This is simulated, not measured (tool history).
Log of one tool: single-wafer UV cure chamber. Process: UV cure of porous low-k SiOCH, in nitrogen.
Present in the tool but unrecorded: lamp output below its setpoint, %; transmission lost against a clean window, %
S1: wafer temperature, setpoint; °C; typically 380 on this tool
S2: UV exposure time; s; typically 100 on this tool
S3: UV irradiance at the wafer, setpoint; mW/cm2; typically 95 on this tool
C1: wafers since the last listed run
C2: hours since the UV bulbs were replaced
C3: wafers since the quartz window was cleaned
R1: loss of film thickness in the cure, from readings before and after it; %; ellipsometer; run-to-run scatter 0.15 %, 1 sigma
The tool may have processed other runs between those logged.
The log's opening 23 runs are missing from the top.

{"run": 24, "hour": 2031.9, "S1": 380, "S2": 100, "S3": 95, "C1": 1344, "C2": 716.4, "C3": 4933, "R1": 8.512}
{"run": 25, "hour": 2075.1, "S1": 380, "S2": 100, "S3": 95, "C1": 713, "C2": 759.6, "C3": 5647, "R1": 8.557}
{"hour": 2295.8, "done": "quartz window cleaned"}
{"run": 26, "hour": 2383.0, "S1": 385, "S2": 100, "S3": 75, "C1": 4955, "C2": 1067.5, "C3": 1440, "R1": 7.436}
{"run": 27, "hour": 2456.8, "S1": 380, "S2": 50, "S3": 95, "C1": 1219, "C2": 1141.3, "C3": 2659, "R1": 5.314}
{"run": 28, "hour": 2553.8, "S1": 380, "S2": 145, "S3": 66, "C1": 1602, "C2": 1238.3, "C3": 4262, "R1": 8.091}
{"run": 29, "hour": 2616.5, "S1": 380, "S2": 100, "S3": 95, "C1": 1036, "C2": 1301.0, "C3": 5298, "R1": 8.124}
{"run": 30, "hour": 2716.9, "S1": 388, "S2": 100, "S3": 117, "C1": 1658, "C2": 1401.4, "C3": 6957, "R1": 9.037}
{"run": 31, "hour": 2816.4, "S1": 380, "S2": 80, "S3": 58, "C1": 1644, "C2": 1500.9, "C3": 8601, "R1": 4.991}

Consider 5 possible next runs. They are alternatives, not a sequence: every one starts from the tool as it was left by run 31. What does each give?
{"run": "A", "hour": 2816.8, "S1": 380, "S2": 120, "S3": 95, "C1": 6, "C2": 1501.3, "C3": 8607, "R1": "?"}
{"run": "B", "hour": 2816.8, "S1": 397, "S2": 100, "S3": 95, "C1": 6, "C2": 1501.3, "C3": 8607, "R1": "?"}
{"run": "C", "hour": 2816.8, "S1": 386, "S2": 155, "S3": 95, "C1": 6, "C2": 1501.3, "C3": 8607, "R1": "?"}
{"run": "D", "hour": 2816.8, "S1": 398, "S2": 55, "S3": 106, "C1": 6, "C2": 1501.3, "C3": 8607, "R1": "?"}
{"run": "E", "hour": 2816.8, "S1": 380, "S2": 125, "S3": 95, "C1": 6, "C2": 1501.3, "C3": 8607, "R1": "?"}

run=A R1=8.795
run=B R1=8.267
run=C R1=10.109
run=D R1=6.151
run=E R1=8.984
Had the tool no hidden state, the same runs would have come out as:
run=A R1=9.614
run=B R1=9.077
run=C R1=10.946
run=D R1=6.892
run=E R1=9.807
